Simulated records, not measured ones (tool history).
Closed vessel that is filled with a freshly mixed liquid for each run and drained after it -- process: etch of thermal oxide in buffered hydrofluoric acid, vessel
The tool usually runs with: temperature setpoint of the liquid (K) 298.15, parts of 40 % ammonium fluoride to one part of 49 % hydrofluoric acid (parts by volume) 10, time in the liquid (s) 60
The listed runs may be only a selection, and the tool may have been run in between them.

run	hour	temperature setpoint of the liquid (K)	parts of 40 % ammonium fluoride to one part of 49 % hydrofluoric acid (parts by volume)	time in the liquid (s)	wafers since the last listed run	hours since the thermometer was replaced	hours since the hydrofluoric acid flow meter was replaced	hours since the gauge calibration	read-back film thickness of the thermal oxide reference wafer, read on the same gauge (nm)	thickness taken off the thermal oxide on a monitor wafer (nm)
1	0	298.15	10	85	0	1691.4	1878.3	459	80.02	86.37
2	12.4	298.15	10	60	1499	1703.8	1890.7	471.4	79.98	60.84
3	23.8	298.15	7	60	1378	1715.2	1902.1	482.8	80	85.01
# hour 25.5: hydrofluoric acid flow meter replaced
4	39.6	298.15	7	60	1789	1731	14.1	498.6	80	83.25
5	47.6	295.65	10	60	967	1739	22.1	506.6	80	52.23
6	55.8	295.65	10	60	991	1747.2	30.3	514.8	79.98	52.43
7	68.7	295.65	10	60	1560	1760.1	43.2	527.7	80.03	52.21
8	74.7	298.15	10	60	725	1766.1	49.2	533.7	80.03	59.28
9	91.4	298.15	10	60	2019	1782.8	65.9	550.4	80.02	59.97
10	99.9	298.15	10	60	1027	1791.3	74.4	558.9	79.95	60.05
11	105.9	298.15	11.5	60	725	1797.3	80.4	564.9	79.97	53.06
# hour 111.2: thermometer replaced
12	116.8	298.15	9	60	1197	5.6	91.3	575.8	80.04	73.47
# hour 124: gauge calibrated
13	133	302.15	12	45	1959	21.8	107.5	9	80	52.93
14	150.9	295.65	13.5	60	2164	39.7	125.4	26.9	79.97	44.7
15	157.8	296.15	13	60	834	46.6	132.3	33.8	79.99	47.64
16	171.5	298.15	11.5	40	1656	60.3	146	47.5	80.04	39.38
17	180.5	295.65	10	60	1088	69.3	155	56.5	79.99	59.16
18	192.5	300.15	8	90	1451	81.3	167	68.5	79.98	135.43
19	208	298.15	10	60	1874	96.8	182.5	84	80	68.73
20	220.5	301.65	10	60	1511	109.3	195	96.5	79.93	82.48
21	234.8	295.15	12.5	85	1729	123.6	209.3	110.8	80.03	64.76
22	246.4	298.15	10	60	1402	135.2	220.9	122.4	79.98	67.91
23	281.3	296.65	6.5	60	4220	170.1	255.8	157.3	80.05	92.98
24	288.9	294.15	10	45	919	177.7	263.4	164.9	79.96	40.77
25	295.9	300.15	11	60	846	184.7	270.4	171.9	79.97	68.88
26	312.8	298.15	10	95	2043	201.6	287.3	188.8	80.03	106.76
27	324.6	298.15	13	40	1426	213.4	299.1	200.6	80.01	35.03
28	333.4	298.15	10	60	1064	222.2	307.9	209.4	79.98	67.15
29	341.9	298.15	8.5	70	1027	230.7	316.4	217.9	79.99	89.98
30	348.3	295.65	13.5	60	773	237.1	322.8	224.3	79.95	43.52
31	358.3	296.65	13	85	1209	247.1	332.8	234.3	80.03	67.67
32	369.4	298.15	10	60	1342	258.2	343.9	245.4	80.02	67.37
33	386.8	302.15	8.5	35	2104	275.6	361.3	262.8	79.99	55.13

Consider 4 possible next runs. They are alternatives, not a sequence: every one starts from the tool as it was left by run 33. What does each give?
A	387.5	298.15	10	60	84	276.3	362	263.5	?	?
B	387.5	296.15	7	80	84	276.3	362	263.5	?	?
C	387.5	298.15	12	60	84	276.3	362	263.5	?	?
D	387.5	301.65	10	45	84	276.3	362	263.5	?	?

run	read-back film thickness of the thermal oxide reference wafer, read on the same gauge (nm)	thickness taken off the thermal oxide on a monitor wafer (nm)
A	80	67.36
B	80	112.91
C	80	56.39
D	80	60.98
The same runs, with their run-to-run variation unchanged, on a tool lacking any hidden condition would have given:
run	thickness taken off the thermal oxide on a monitor wafer (nm)
A	69.89
B	117.21
C	58.51
D	63.23
